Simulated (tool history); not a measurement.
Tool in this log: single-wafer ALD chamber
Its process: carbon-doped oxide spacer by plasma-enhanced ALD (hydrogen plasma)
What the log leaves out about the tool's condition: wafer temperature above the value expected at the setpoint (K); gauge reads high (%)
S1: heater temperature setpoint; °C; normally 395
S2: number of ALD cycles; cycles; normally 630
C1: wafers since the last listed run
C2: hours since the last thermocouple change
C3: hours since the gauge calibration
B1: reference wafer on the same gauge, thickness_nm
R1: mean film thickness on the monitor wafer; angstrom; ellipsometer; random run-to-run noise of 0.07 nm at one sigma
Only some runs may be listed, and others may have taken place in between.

run 1 day=0 | S1=395 S2=630 | C1=0 C2=780.4 C3=941.8 | B1=26.555 | R1=270
run 2 day=1.4 | S1=395 S2=630 | C1=20 C2=814 C3=975.4 | B1=26.572 | R1=271.58
run 3 day=3.483 | S1=389 S2=692 | C1=29 C2=864 C3=1025.4 | B1=26.562 | R1=296.2
run 4 day=4.65 | S1=389 S2=692 | C1=16 C2=892 C3=1053.4 | B1=26.535 | R1=296.89
run 5 day=7.554 | S1=395 S2=630 | C1=41 C2=961.7 C3=1123.1 | B1=26.514 | R1=270.03
run 6 day=9.596 | S1=395 S2=630 | C1=29 C2=1010.7 C3=1172.1 | B1=26.529 | R1=269.85
run 7 day=12.021 | S1=395 S2=630 | C1=34 C2=1068.9 C3=1230.3 | B1=26.535 | R1=269.66
-- day=12.629 gauge calibrated
run 8 day=15.992 | S1=403 S2=551 | C1=56 C2=1164.2 C3=80.7 | B1=27.389 | R1=240.91
run 9 day=17.7 | S1=403 S2=551 | C1=24 C2=1205.2 C3=121.7 | B1=27.303 | R1=238.79
run 10 day=23.771 | S1=395 S2=630 | C1=87 C2=1350.9 C3=267.4 | B1=27.131 | R1=275.66
run 11 day=25.388 | S1=395 S2=630 | C1=23 C2=1389.7 C3=306.2 | B1=27.086 | R1=276.29
run 12 day=27.042 | S1=395 S2=630 | C1=23 C2=1429.4 C3=345.9 | B1=27.054 | R1=274.11
run 13 day=28.121 | S1=395 S2=630 | C1=15 C2=1455.3 C3=371.8 | B1=27.049 | R1=275.48
run 14 day=30.688 | S1=395 S2=630 | C1=36 C2=1516.9 C3=433.4 | B1=26.996 | R1=274.11
run 15 day=33.567 | S1=386 S2=630 | C1=41 C2=1586 C3=502.5 | B1=26.957 | R1=274.47
run 16 day=35.812 | S1=386 S2=630 | C1=32 C2=1639.9 C3=556.4 | B1=26.914 | R1=272.5
run 17 day=38.017 | S1=386 S2=630 | C1=31 C2=1692.8 C3=609.3 | B1=26.883 | R1=273.95
run 18 day=40.558 | S1=395 S2=630 | C1=36 C2=1753.8 C3=670.3 | B1=26.859 | R1=272.66
run 19 day=42.379 | S1=395 S2=630 | C1=26 C2=1797.5 C3=714 | B1=26.844 | R1=274.08
run 20 day=43.962 | S1=395 S2=630 | C1=22 C2=1835.5 C3=752 | B1=26.864 | R1=272.86
run 21 day=45.562 | S1=395 S2=630 | C1=22 C2=1873.9 C3=790.4 | B1=26.821 | R1=273.81
run 22 day=46.588 | S1=380 S2=511 | C1=14 C2=1898.5 C3=815 | B1=26.819 | R1=220.68

Expected results for the next run?
run 23 day=48.454 | S1=400 S2=537 | C1=26 C2=1943.3 C3=859.8 | B1=? | R1=?

{"run 23": {"B1": 26.822, "R1": 231.23}}
The same run, on a tool lacking any hidden state, would have yielded R1 236.33 angstrom.
